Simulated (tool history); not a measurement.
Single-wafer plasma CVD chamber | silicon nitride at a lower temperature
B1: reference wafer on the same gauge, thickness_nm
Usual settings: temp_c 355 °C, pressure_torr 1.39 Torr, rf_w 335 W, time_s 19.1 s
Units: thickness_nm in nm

run 1 hour=0 | temp_c=355 pressure_torr=1.39 rf_w=335 time_s=19.1 | B1=18.812 | thickness_nm=22.736
run 2 hour=64.3 | temp_c=355 pressure_torr=1.39 rf_w=335 time_s=19.1 | B1=18.809 | thickness_nm=22.646
run 3 hour=117.4 | temp_c=355 pressure_torr=1.39 rf_w=335 time_s=19.1 | B1=18.805 | thickness_nm=22.611
run 4 hour=160.8 | temp_c=355 pressure_torr=1.39 rf_w=335 time_s=19.1 | B1=18.767 | thickness_nm=22.385
run 5 hour=206.8 | temp_c=355 pressure_torr=1.39 rf_w=335 time_s=19.1 | B1=18.777 | thickness_nm=22.387
run 6 hour=274.2 | temp_c=355 pressure_torr=1.39 rf_w=300 time_s=19.1 | B1=18.804 | thickness_nm=20.34
run 7 hour=312.6 | temp_c=355 pressure_torr=1.39 rf_w=300 time_s=19.1 | B1=18.789 | thickness_nm=20.321
-- hour=330.7 gauge calibrated
run 8 hour=353.8 | temp_c=355 pressure_torr=1.39 rf_w=300 time_s=19.1 | B1=18.789 | thickness_nm=20.032
run 9 hour=400.2 | temp_c=355 pressure_torr=1.39 rf_w=335 time_s=19.1 | B1=18.797 | thickness_nm=22.175
-- hour=411.1 RF generator calibrated
run 10 hour=466.4 | temp_c=355 pressure_torr=1.39 rf_w=335 time_s=19.1 | B1=18.79 | thickness_nm=21.584
run 11 hour=497.1 | temp_c=355 pressure_torr=1.39 rf_w=335 time_s=19.1 | B1=18.806 | thickness_nm=21.482
run 12 hour=527.7 | temp_c=355 pressure_torr=1.39 rf_w=335 time_s=19.1 | B1=18.826 | thickness_nm=21.36
-- hour=542.8 capacitance manometer re-zeroed and calibrated
run 13 hour=556.6 | temp_c=365 pressure_torr=1.17 rf_w=335 time_s=20.9 | B1=18.819 | thickness_nm=21.977
-- hour=564.8 RF generator calibrated, repeated, since the last time left the tool worse
run 14 hour=581.1 | temp_c=355 pressure_torr=1.71 rf_w=375 time_s=19.1 | B1=18.803 | thickness_nm=27.076
-- hour=620.3 thermocouple changed; heater temperature recalibrated
run 15 hour=642.6 | temp_c=355 pressure_torr=1.12 rf_w=295 time_s=19.1 | B1=18.804 | thickness_nm=19.043
run 16 hour=673.2 | temp_c=355 pressure_torr=1.39 rf_w=335 time_s=19.1 | B1=18.786 | thickness_nm=22.968
run 17 hour=711.1 | temp_c=343 pressure_torr=1.39 rf_w=355 time_s=19.1 | B1=18.805 | thickness_nm=24.542
run 18 hour=758.6 | temp_c=350 pressure_torr=1.56 rf_w=385 time_s=22.6 | B1=18.809 | thickness_nm=31.743
-- hour=787.8 showerhead replaced
run 19 hour=826.3 | temp_c=365 pressure_torr=1.39 rf_w=335 time_s=19.1 | B1=18.793 | thickness_nm=22.977
run 20 hour=864.2 | temp_c=349 pressure_torr=1.39 rf_w=335 time_s=19.1 | B1=18.815 | thickness_nm=23.074
run 21 hour=899.6 | temp_c=355 pressure_torr=1.39 rf_w=335 time_s=19.1 | B1=18.81 | thickness_nm=22.994
run 22 hour=925.3 | temp_c=355 pressure_torr=1.39 rf_w=315 time_s=19.1 | B1=18.817 | thickness_nm=21.855
-- hour=986.8 gauge calibrated
run 23 hour=991 | temp_c=355 pressure_torr=1.39 rf_w=335 time_s=19.1 | B1=18.786 | thickness_nm=22.945
run 24 hour=1052.7 | temp_c=355 pressure_torr=1.39 rf_w=335 time_s=22.2 | B1=18.803 | thickness_nm=26.827
run 25 hour=1092.6 | temp_c=363 pressure_torr=1.21 rf_w=335 time_s=19.1 | B1=18.794 | thickness_nm=21.953

The same runs without the tool's hidden state, with the same run-to-run variation:
The hidden state here: wafer temperature above the value expected at the setpoint (K); delivered RF power above the setpoint (%); true pressure above the setpoint (%); gauge reads high (%).
run=1 thickness_nm=23.121
run=2 thickness_nm=23.104
run=3 thickness_nm=23.134
run=4 thickness_nm=22.959
run=5 thickness_nm=23.026
run=6 thickness_nm=21.04
run=7 thickness_nm=21.077
run=8 thickness_nm=20.843
run=9 thickness_nm=23.118
run=10 thickness_nm=23.331
run=11 thickness_nm=23.225
run=12 thickness_nm=23.098
run=13 thickness_nm=23.773
run=14 thickness_nm=27.082
run=15 thickness_nm=19.05
run=16 thickness_nm=22.981
run=17 thickness_nm=24.564
run=18 thickness_nm=31.784
run=19 thickness_nm=23.032
run=20 thickness_nm=23.144
run=21 thickness_nm=23.081
run=22 thickness_nm=21.954
run=23 thickness_nm=23.083
run=24 thickness_nm=27.037
run=25 thickness_nm=22.154

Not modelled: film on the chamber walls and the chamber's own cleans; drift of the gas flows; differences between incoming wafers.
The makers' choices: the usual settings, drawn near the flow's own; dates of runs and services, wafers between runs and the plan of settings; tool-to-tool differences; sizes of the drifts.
